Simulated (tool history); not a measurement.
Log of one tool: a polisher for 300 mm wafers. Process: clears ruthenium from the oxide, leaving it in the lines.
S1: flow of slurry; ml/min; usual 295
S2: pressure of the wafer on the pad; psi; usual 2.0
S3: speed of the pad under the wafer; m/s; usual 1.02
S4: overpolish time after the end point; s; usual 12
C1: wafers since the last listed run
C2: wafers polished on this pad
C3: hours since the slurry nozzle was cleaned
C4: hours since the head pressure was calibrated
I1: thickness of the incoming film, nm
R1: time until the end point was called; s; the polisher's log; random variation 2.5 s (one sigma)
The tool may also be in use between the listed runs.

run	hour	S1	S2	S3	S4	C1	C2	C3	C4	I1	R1
1	0.0	295	2.0	1.02	12	0	1212	349.6	249.3	135.2	151.0
# hour 64.6: worn pad replaced by a new one
2	68.5	295	2.0	1.02	12	621	37	418.1	317.8	135.8	137.1
3	104.4	295	1.4	1.02	12	345	383	454.0	353.7	135.7	208.7
4	144.3	295	1.4	1.02	12	384	767	493.9	393.6	136.4	220.4
5	187.6	295	2.0	1.02	12	417	1184	537.2	436.9	136.4	151.1
# hour 253.0: worn pad replaced by a new one
6	253.5	295	2.0	1.02	12	596	4	603.1	502.8	135.4	135.4
7	300.4	295	2.0	1.02	12	451	456	650.0	549.7	135.0	147.1
8	367.1	295	2.0	1.02	12	642	1098	716.7	616.4	136.1	149.4
# hour 400.8: worn pad replaced by a new one
# hour 430.6: head pressure recalibrated
9	431.2	295	2.0	1.20	12	559	273	780.8	0.6	135.4	120.1
# hour 461.1: slurry nozzle cleaned
10	497.5	375	2.7	1.12	12	629	902	36.4	66.9	132.6	98.9
11	529.9	265	2.0	1.02	7	312	1215	68.8	99.3	134.3	151.4
# hour 552.3: worn pad replaced by a new one
# hour 696.9: worn pad replaced by a new one
12	719.3	295	2.0	1.02	12	1747	215	258.2	288.7	135.3	139.5
13	752.8	295	2.3	1.02	15	322	538	291.7	322.2	133.6	122.2
14	800.4	195	2.0	1.34	8	458	996	339.3	369.8	135.7	118.6
15	831.8	295	2.0	1.02	16	302	1299	370.7	401.2	135.8	152.4

5 ways to go on from here, each from the tool as it stands after run 15. What would each give?
A	832.3	295	2.0	0.86	12	4	1304	371.2	401.7	135.6	?
B	832.3	345	1.4	0.78	14	4	1304	371.2	401.7	135.6	?
C	832.3	295	2.0	1.38	12	4	1304	371.2	401.7	135.6	?
D	832.3	295	1.3	1.02	12	4	1304	371.2	401.7	135.6	?
E	832.3	360	2.0	1.16	18	4	1304	371.2	401.7	135.6	?

run	R1
A	179.5
B	280.0
C	111.9
D	232.9
E	131.5
Without the tool's hidden state the same runs would have given:
run	R1
A	158.6
B	247.3
C	98.8
D	205.7
E	116.1
